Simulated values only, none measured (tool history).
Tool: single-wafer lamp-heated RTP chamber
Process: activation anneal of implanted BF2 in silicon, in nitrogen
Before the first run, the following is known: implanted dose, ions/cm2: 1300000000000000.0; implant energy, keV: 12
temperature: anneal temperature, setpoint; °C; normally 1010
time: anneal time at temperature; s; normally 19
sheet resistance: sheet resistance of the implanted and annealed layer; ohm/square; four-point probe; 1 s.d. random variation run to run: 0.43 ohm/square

run,hour,temperature,time,"read-back reference wafer on the same gauge, sheet resistance",sheet resistance
1,0,1010,19,158.1,183.88
2,19.3,1010,19,157.94,182.92
3,33.4,1010,19,158.09,182.86
4,50,1010,19,158.01,183.3
5,85.3,1010,25,158.03,169.6
6,104.6,1010,25,158,170.19
7,127.9,1010,15,158.03,194.72
8,152,1010,15,157.99,195.17
9,178.5,999,19,158.08,203.05
10,213.2,1010,19,158,183.35
11,245.7,1010,19,158.01,182.46
12,267.5,1010,19,157.92,182.04
13,281.1,1040,15,158.2,150.73
# hour 301.5: pyrometer window cleaned and pyrometer calibrated
# hour 324.9: gauge calibrated
14,343.8,988,24,158.03,220.9
15,359,1010,10,158.07,217.67
16,393,1010,19,158.14,185.4
# hour 423.9: reflector plate cleaned
17,424.4,1010,19,158.14,185.11
18,446.3,1029,24,158.1,149.71
19,465.9,1010,19,157.82,184.96
20,497.8,1029,26,158,147.1
21,511,1001,26,157.95,185.86
22,525.3,1018,27,158.13,156.44
23,557.9,1027,26,158.1,148.48
24,584.3,1002,10,158.22,230.35
25,606.5,990,28,158.13,204.95

4 options for the next run, each taken on its own from the tool as it stands now. Forecast them:
A,606.9,1010,19,?,?
B,606.9,1010,13,?,?
C,606.9,1018,8,?,?
D,606.9,1026,8,?,?

run,"read-back reference wafer on the same gauge, sheet resistance",sheet resistance
A,157.96,183.16
B,157.96,202.2
C,157.96,209.88
D,157.96,195.7
Stripped of hidden state, with their random variation kept, the same runs would have yielded:
run,sheet resistance
A,187.29
B,206.42
C,214.04
D,199.81
